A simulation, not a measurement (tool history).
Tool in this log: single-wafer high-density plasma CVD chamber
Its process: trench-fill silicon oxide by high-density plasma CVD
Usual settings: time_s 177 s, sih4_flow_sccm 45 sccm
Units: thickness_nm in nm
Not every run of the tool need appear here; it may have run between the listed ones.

| run | hour | time_s | sih4_flow_sccm | read-back reference wafer on the same gauge, thickness_nm | thickness_nm |
|---|---|---|---|---|---|
| 1 | 0.0 | 177 | 39 | 776.191 | 723.094 |
| 2 | 28.0 | 177 | 39 | 776.165 | 723.861 |
| 3 | 49.3 | 177 | 45 | 775.744 | 834.275 |
| 4 | 75.7 | 177 | 45 | 776.134 | 835.690 |
| 5 | 105.6 | 177 | 45 | 775.822 | 834.400 |
|  | 130.9 | gauge calibrated |
| 6 | 131.1 | 177 | 45 | 776.256 | 833.145 |
| 7 | 148.1 | 177 | 45 | 775.705 | 834.246 |
|  | 159.6 | silane flow controller replaced |
| 8 | 169.1 | 177 | 45 | 776.138 | 730.482 |
| 9 | 190.3 | 155 | 48 | 775.881 | 681.526 |
| 10 | 208.3 | 159 | 50 | 775.860 | 729.888 |
|  | 221.9 | silane flow controller replaced, repeated, since the last time left the tool worse |
| 11 | 236.7 | 177 | 48 | 775.928 | 850.005 |
| 12 | 321.6 | 151 | 37 | 776.059 | 557.235 |
|  | 324.7 | gauge calibrated |
| 13 | 355.2 | 207 | 48 | 775.621 | 992.151 |
| 14 | 371.2 | 151 | 37 | 776.250 | 558.134 |
| 15 | 404.4 | 154 | 52 | 775.705 | 801.107 |

What if the next run were any one of these 3? Each begins from the tool's condition after run 15:
| A | 404.8 | 177 | 42 | ? | ? |
| B | 404.8 | 201 | 39 | ? | ? |
| C | 404.8 | 191 | 50 | ? | ? |

| run | read-back reference wafer on the same gauge, thickness_nm | thickness_nm |
|---|---|---|
| A | 776.143 | 741.226 |
| B | 776.143 | 781.608 |
| C | 776.143 | 952.208 |
Without the tool's unlogged condition, the same runs would have read:
| run | thickness_nm |
|---|---|
| A | 739.112 |
| B | 779.378 |
| C | 949.491 |
